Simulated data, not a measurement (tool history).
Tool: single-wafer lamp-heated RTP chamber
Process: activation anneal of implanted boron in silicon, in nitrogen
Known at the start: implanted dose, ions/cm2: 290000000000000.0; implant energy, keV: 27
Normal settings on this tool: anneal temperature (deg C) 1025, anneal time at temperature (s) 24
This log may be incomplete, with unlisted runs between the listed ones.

run	day	anneal temperature (deg C)	anneal time at temperature (s)	read-back reference wafer on the same gauge, sheet resistance	sheet resistance of the implanted and annealed layer (ohm/square)
1	0	1025	24	379.94	349.53
# day 1.988: pyrometer window cleaned and pyrometer calibrated
2	3.954	1025	24	379.11	347.43
# day 5.158: reflector plate cleaned
3	5.579	1025	24	378.58	347.21
4	7.538	1008	24	378.33	350.25
5	11.088	1025	24	377.81	345.83
6	14.533	1025	24	377.52	346.35
7	18.488	1025	24	376.85	346.93
8	21.533	1025	24	376.07	344.4
9	25.529	1005	24	375.28	349.05
10	27.858	1005	24	375.02	348.53
# day 28.904: pyrometer window cleaned and pyrometer calibrated
11	32.129	1005	24	374.03	348.02
12	36.188	1025	24	372.95	341.87
13	40.392	1025	24	372.6	342.29
14	42.062	1025	24	372.5	343.46
15	43.796	1025	24	372.18	341.14
16	45.575	1043	10	371.46	341.04
# day 46.158: reflector plate cleaned
17	48.708	1001	35	370.74	344.81
# day 55.383: pyrometer window cleaned and pyrometer calibrated
18	61.908	1035	17	368.67	339.2
19	64.392	1025	24	368.04	341.31
20	67.804	1025	24	367.14	339.76
21	70.1	1040	24	366.96	334.34
22	72.867	999	32	366.06	341.64
23	75.633	1054	38	365.64	333.81
# day 76.15: gauge calibrated
24	78.475	1001	10	378.36	359.11
# day 78.925: pyrometer window cleaned and pyrometer calibrated
25	81.179	1002	14	377.44	356.28
26	84.579	1025	14	377.22	349.39
27	88.117	1038	29	376.43	345.6
28	91.65	1025	32	376.14	342.44

Run 29 comes next. What will it give?
29	93.458	1025	17	?	?

Run 29 came out at read-back reference wafer on the same gauge, sheet resistance 375.6, sheet resistance of the implanted and annealed layer (ohm/square) 347.45.
With the hidden condition absent and the run-to-run variation left alone, this run would have shown sheet resistance of the implanted and annealed layer (ohm/square) 351.54.

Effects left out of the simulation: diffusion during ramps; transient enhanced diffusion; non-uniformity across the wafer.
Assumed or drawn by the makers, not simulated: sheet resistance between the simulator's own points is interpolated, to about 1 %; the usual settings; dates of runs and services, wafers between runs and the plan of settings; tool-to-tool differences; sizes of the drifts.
